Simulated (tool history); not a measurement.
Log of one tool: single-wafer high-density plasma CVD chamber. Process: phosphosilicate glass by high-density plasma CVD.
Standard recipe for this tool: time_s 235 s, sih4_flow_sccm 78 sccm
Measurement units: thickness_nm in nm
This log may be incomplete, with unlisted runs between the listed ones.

run,hour,time_s,sih4_flow_sccm,"read-back reference wafer on the same gauge, thickness_nm",thickness_nm
1,0.0,235,86,1669.521,1829.416
2,59.7,235,86,1670.439,1830.345
3,163.9,235,86,1670.932,1821.723
4,210.4,235,78,1670.738,1663.520
5,250.2,268,78,1670.003,1899.847
6,297.6,268,78,1670.420,1899.795
7,393.9,210,78,1669.557,1489.314
8,430.1,210,78,1669.925,1485.535
9,472.0,224,78,1670.051,1590.179
10,515.4,224,78,1669.135,1583.808
11,609.1,224,78,1670.668,1585.384
12,661.1,264,78,1669.934,1864.384
13,750.6,264,78,1669.708,1861.750
14,855.5,235,78,1669.713,1660.955
15,937.5,219,78,1670.252,1541.816
16,995.4,219,78,1669.786,1550.980
17,1066.1,219,78,1670.571,1552.721
18,1121.6,235,78,1669.497,1654.471
19,1195.0,235,78,1669.669,1661.183
20,1295.4,278,91,1670.696,2279.680
21,1356.1,262,65,1668.869,1551.206
22,1566.8,235,78,1670.477,1657.181
23,1673.4,218,78,1670.383,1530.693
24,1735.4,260,70,1669.606,1646.148
25,1784.4,222,70,1670.303,1413.241
26,1888.1,235,78,1670.533,1660.389
27,1937.8,281,87,1670.111,2202.017
28,1976.2,215,71,1670.448,1388.254
29,2068.1,235,78,1668.674,1679.439
30,2143.0,235,78,1669.543,1676.959
31,2216.6,212,65,1670.572,1265.900
32,2268.5,235,78,1670.189,1669.397
33,2351.9,235,86,1669.716,1834.090
34,2408.5,221,65,1670.599,1319.863
35,2447.3,217,64,1670.822,1273.596
36,2552.9,209,70,1669.941,1332.014
37,2610.1,235,78,1670.366,1663.064
38,2694.1,279,78,1669.957,1968.773

Not shown: 2 entries that the log had between the listed runs. Between which runs, and how does the tool's hidden state differ before and after?
Runs 21 to 22: gauge calibrated (hour 1394.8)
  delivered silane flow above the setpoint (%): -1.19 -> -1.22
  what was measured, less what the result would be without the hidden state, thickness_nm: -18.081 -> -19.810 nm
Runs 28 to 29: silane flow controller replaced (hour 1998.3)
  delivered silane flow above the setpoint (%): -1.26 -> 0.0362
  what was measured, less what the result would be without the hidden state, thickness_nm: -17.114 -> +0.589 nm
